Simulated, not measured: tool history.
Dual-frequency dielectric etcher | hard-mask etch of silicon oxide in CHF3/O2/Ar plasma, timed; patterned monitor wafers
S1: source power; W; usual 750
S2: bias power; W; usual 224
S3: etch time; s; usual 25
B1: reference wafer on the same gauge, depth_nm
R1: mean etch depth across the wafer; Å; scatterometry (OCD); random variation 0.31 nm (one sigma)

Run 1, day 0: usual settings; B1 43.8. Result: R1 498 Å.
Run 2, day 0.471: usual settings; B1 43.8. Result: R1 502 Å.
At day 0.754: gauge calibrated.
Run 3, day 1.15: usual settings but S2 264 W; B1 43.8. Result: R1 536 Å.
Run 4, day 1.646: usual settings but S2 264 W; B1 43.8. Result: R1 534 Å.
At day 2.275: bias power generator calibrated.
At day 2.8: wet clean of the chamber.
Run 5, day 2.821: usual settings but S2 264 W; B1 43.9. Result: R1 545 Å.
Run 6, day 2.838: usual settings; B1 43.8. Result: R1 512 Å.
Run 7, day 3.238: usual settings; B1 43.8. Result: R1 514 Å.
Run 8, day 3.85: usual settings; B1 43.8. Result: R1 514 Å.
Run 9, day 4.558: usual settings; B1 43.8. Result: R1 515 Å.
Run 10, day 5.258: usual settings but S1 890 W, S2 187 W, S3 20 s; B1 43.8. Result: R1 412 Å.
At day 5.638: source power generator calibrated.
Run 11, day 5.771: usual settings but S1 650 W, S2 240 W, S3 28 s; B1 43.8. Result: R1 553 Å.
Run 12, day 6.062: usual settings but S1 830 W, S2 207 W, S3 22 s; B1 43.8. Result: R1 463 Å.
Run 13, day 6.367: usual settings but S1 810 W, S2 254 W, S3 31 s; B1 43.8. Result: R1 688 Å.
Run 14, day 6.779: usual settings but S1 560 W, S2 270 W; B1 43.8. Result: R1 490 Å.
At day 7.904: upper electrode replaced.
Run 15, day 7.925: usual settings but S1 600 W, S2 198 W; B1 43.8. Result: R1 446 Å.
Run 16, day 7.938: usual settings but S3 31 s; B1 43.8. Result: R1 629 Å.

Run 17 comes next. What will it give?
Run 17, day 8.092: usual settings but S1 640 W, S3 20.5 s; B1 ?. Result: R1 ?.

{"run 17": {"B1": 43.8, "R1": 393}}
Without the tool's hidden state the same run would have given R1 395 Å.
